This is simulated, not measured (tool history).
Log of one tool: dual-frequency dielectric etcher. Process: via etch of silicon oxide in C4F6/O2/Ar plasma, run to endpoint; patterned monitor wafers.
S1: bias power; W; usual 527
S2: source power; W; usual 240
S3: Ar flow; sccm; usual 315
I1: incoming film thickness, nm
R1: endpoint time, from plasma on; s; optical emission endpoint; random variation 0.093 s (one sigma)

run   hour   S1   S2   S3     I1    R1
  1    0.0  591  240  358  121.0  30.4
  2   35.7  591  240  358  122.2  30.5
      71.2  -- wet clean of the chamber
  3  104.9  527  260  315  124.4  30.7
  4  154.0  527  240  315  123.3  31.4
  5  212.6  527  240  315  124.3  31.6
  6  255.5  527  240  315  121.8  31.0
     331.2  -- source power generator calibrated
  7  406.8  527  240  315  122.4  31.4
  8  451.4  527  240  315  123.8  31.7
     512.2  -- bias power generator calibrated
     520.2  -- Ar flow controller replaced
     534.0  -- wet clean of the chamber
  9  534.5  527  240  315  122.8  31.1
 10  549.6  589  210  315  122.8  31.5
 11  587.1  527  240  315  123.2  31.2
 12  655.2  527  240  292  121.9  30.9
     700.6  -- upper electrode replaced
 13  722.2  645  240  315  124.0  29.5
 14  751.3  458  270  342  123.0  31.9
 15  795.0  527  190  315  123.4  34.7
 16  820.7  527  240  315  123.7  31.6
 17  861.1  600  240  346  124.0  30.7
 18  933.0  591  240  358  123.4  31.0
     967.6  -- wet clean of the chamber
 19  968.5  606  220  367  123.1  31.3

Forecast each of these 5 alternatives for the next run:
  A  968.9  527  240  315  122.5   ?
  B  968.9  584  200  315  122.5   ?
  C  968.9  527  290  345  122.5   ?
  D  968.9  643  240  359  122.5   ?
  E  968.9  590  240  315  122.5   ?

run    R1
  A  31.1
  B  32.3
  C  29.2
  D  29.4
  E  29.9
Without the tool's hidden state the same runs would have given:
run    R1
  A  31.1
  B  32.2
  C  29.1
  D  29.3
  E  29.8
